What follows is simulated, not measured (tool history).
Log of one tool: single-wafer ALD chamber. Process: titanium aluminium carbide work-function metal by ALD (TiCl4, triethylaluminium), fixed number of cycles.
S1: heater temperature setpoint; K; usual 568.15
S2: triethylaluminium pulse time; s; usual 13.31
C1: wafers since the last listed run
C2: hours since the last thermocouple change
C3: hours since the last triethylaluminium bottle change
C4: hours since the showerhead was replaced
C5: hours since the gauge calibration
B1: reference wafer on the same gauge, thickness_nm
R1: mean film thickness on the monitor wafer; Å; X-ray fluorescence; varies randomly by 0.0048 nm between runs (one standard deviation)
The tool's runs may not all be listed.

Run 1, hour 0.0: usual settings but S1 557.15 K; C1 0; C2 1822.6; C3 1045.4; C4 5534.9; C5 253.1; B1 1.830. Result: R1 17.77 Å.
Run 2, hour 13.6: usual settings but S1 557.15 K; C1 129; C2 1836.2; C3 1059.0; C4 5548.5; C5 266.7; B1 1.830. Result: R1 17.81 Å.
Run 3, hour 22.3: usual settings but S1 577.15 K, S2 9.77 s; C1 82; C2 1844.9; C3 1067.7; C4 5557.2; C5 275.4; B1 1.830. Result: R1 18.88 Å.
Run 4, hour 33.8: usual settings but S1 577.15 K, S2 9.77 s; C1 109; C2 1856.4; C3 1079.2; C4 5568.7; C5 286.9; B1 1.830. Result: R1 18.70 Å.
Run 5, hour 40.4: usual settings but S1 577.15 K, S2 9.77 s; C1 62; C2 1863.0; C3 1085.8; C4 5575.3; C5 293.5; B1 1.830. Result: R1 18.85 Å.
Run 6, hour 51.0: usual settings; C1 100; C2 1873.6; C3 1096.4; C4 5585.9; C5 304.1; B1 1.830. Result: R1 18.75 Å.
Run 7, hour 66.1: usual settings; C1 143; C2 1888.7; C3 1111.5; C4 5601.0; C5 319.2; B1 1.830. Result: R1 18.86 Å.
Run 8, hour 80.0: usual settings; C1 132; C2 1902.6; C3 1125.4; C4 5614.9; C5 333.1; B1 1.829. Result: R1 18.79 Å.
Run 9, hour 95.7: usual settings; C1 149; C2 1918.3; C3 1141.1; C4 5630.6; C5 348.8; B1 1.830. Result: R1 18.76 Å.
At hour 118.8: showerhead replaced.
Run 10, hour 119.3: usual settings; C1 148; C2 1941.9; C3 1164.7; C4 0.5; C5 372.4; B1 1.830. Result: R1 18.81 Å.
Run 11, hour 124.6: usual settings; C1 50; C2 1947.2; C3 1170.0; C4 5.8; C5 377.7; B1 1.830. Result: R1 18.79 Å.
Run 12, hour 140.3: usual settings; C1 149; C2 1962.9; C3 1185.7; C4 21.5; C5 393.4; B1 1.830. Result: R1 18.78 Å.
Run 13, hour 152.2: usual settings; C1 113; C2 1974.8; C3 1197.6; C4 33.4; C5 405.3; B1 1.831. Result: R1 18.83 Å.
At hour 163.9: gauge calibrated.
Run 14, hour 164.6: usual settings; C1 118; C2 1987.2; C3 1210.0; C4 45.8; C5 0.7; B1 1.830. Result: R1 18.79 Å.
Run 15, hour 174.9: usual settings; C1 98; C2 1997.5; C3 1220.3; C4 56.1; C5 11.0; B1 1.830. Result: R1 18.71 Å.
Run 16, hour 192.1: usual settings; C1 163; C2 2014.7; C3 1237.5; C4 73.3; C5 28.2; B1 1.830. Result: R1 18.70 Å.
Run 17, hour 209.5: usual settings; C1 165; C2 2032.1; C3 1254.9; C4 90.7; C5 45.6; B1 1.829. Result: R1 18.68 Å.
Run 18, hour 215.6: usual settings but S1 564.15 K; C1 58; C2 2038.2; C3 1261.0; C4 96.8; C5 51.7; B1 1.830. Result: R1 18.31 Å.
Run 19, hour 227.0: usual settings but S1 577.15 K, S2 9.77 s; C1 108; C2 2049.6; C3 1272.4; C4 108.2; C5 63.1; B1 1.831. Result: R1 18.60 Å.
Run 20, hour 238.2: usual settings but S1 562.15 K, S2 14.94 s; C1 106; C2 2060.8; C3 1283.6; C4 119.4; C5 74.3; B1 1.829. Result: R1 18.42 Å.
Run 21, hour 247.7: usual settings; C1 90; C2 2070.3; C3 1293.1; C4 128.9; C5 83.8; B1 1.829. Result: R1 18.63 Å.
At hour 256.6: thermocouple changed; heater temperature recalibrated.
Run 22, hour 257.1: usual settings; C1 13; C2 0.5; C3 1302.5; C4 138.3; C5 93.2; B1 1.830. Result: R1 18.65 Å.
Run 23, hour 299.9: usual settings but S1 563.15 K, S2 10.49 s; C1 407; C2 43.3; C3 1345.3; C4 181.1; C5 136.0; B1 1.830. Result: R1 17.51 Å.
At hour 313.9: triethylaluminium bottle replaced.
Run 24, hour 314.4: usual settings but S1 563.15 K; C1 61; C2 57.8; C3 0.5; C4 195.6; C5 150.5; B1 1.829. Result: R1 18.70 Å.
Run 25, hour 318.3: usual settings but S1 554.15 K; C1 37; C2 61.7; C3 4.4; C4 199.5; C5 154.4; B1 1.831. Result: R1 17.96 Å.
Run 26, hour 324.9: usual settings; C1 62; C2 68.3; C3 11.0; C4 206.1; C5 161.0; B1 1.830. Result: R1 19.21 Å.
Run 27, hour 338.4: usual settings but S1 576.15 K, S2 16.26 s; C1 128; C2 81.8; C3 24.5; C4 219.6; C5 174.5; B1 1.830. Result: R1 20.10 Å.
Run 28, hour 351.1: usual settings but S1 555.15 K, S2 8.03 s; C1 120; C2 94.5; C3 37.2; C4 232.3; C5 187.2; B1 1.831. Result: R1 17.04 Å.
Run 29, hour 359.9: usual settings but S1 553.15 K, S2 15.94 s; C1 83; C2 103.3; C3 46.0; C4 241.1; C5 196.0; B1 1.830. Result: R1 17.87 Å.
Run 30, hour 373.3: usual settings; C1 127; C2 116.7; C3 59.4; C4 254.5; C5 209.4; B1 1.829. Result: R1 19.17 Å.
Run 31, hour 388.6: usual settings but S1 577.15 K, S2 9.47 s; C1 145; C2 132.0; C3 74.7; C4 269.8; C5 224.7; B1 1.831. Result: R1 19.45 Å.
Run 32, hour 399.3: usual settings but S1 555.15 K, S2 8.88 s; C1 101; C2 142.7; C3 85.4; C4 280.5; C5 235.4; B1 1.831. Result: R1 17.21 Å.

5 ways to go on from here, each from the tool as it stands after run 32. What would each give?
Run A, hour 399.7: usual settings but S1 556.15 K; C1 3; C2 143.1; C3 85.8; C4 280.9; C5 235.8; B1 ?. Result: R1 ?.
Run B, hour 399.7: usual settings but S1 556.15 K, S2 14.77 s; C1 3; C2 143.1; C3 85.8; C4 280.9; C5 235.8; B1 ?. Result: R1 ?.
Run C, hour 399.7: usual settings but S1 575.15 K, S2 15.22 s; C1 3; C2 143.1; C3 85.8; C4 280.9; C5 235.8; B1 ?. Result: R1 ?.
Run D, hour 399.7: usual settings but S1 578.15 K, S2 9.02 s; C1 3; C2 143.1; C3 85.8; C4 280.9; C5 235.8; B1 ?. Result: R1 ?.
Run E, hour 399.7: usual settings but S1 563.15 K, S2 11.34 s; C1 3; C2 143.1; C3 85.8; C4 280.9; C5 235.8; B1 ?. Result: R1 ?.

run     B1     R1
  A  1.830  17.98
  B  1.830  18.07
  C  1.830  19.93
  D  1.830  19.35
  E  1.830  18.43
With the hidden condition removed and each run's random variation left untouched, the same runs would have given:
run     R1
  A  18.05
  B  18.12
  C  19.98
  D  19.57
  E  18.56
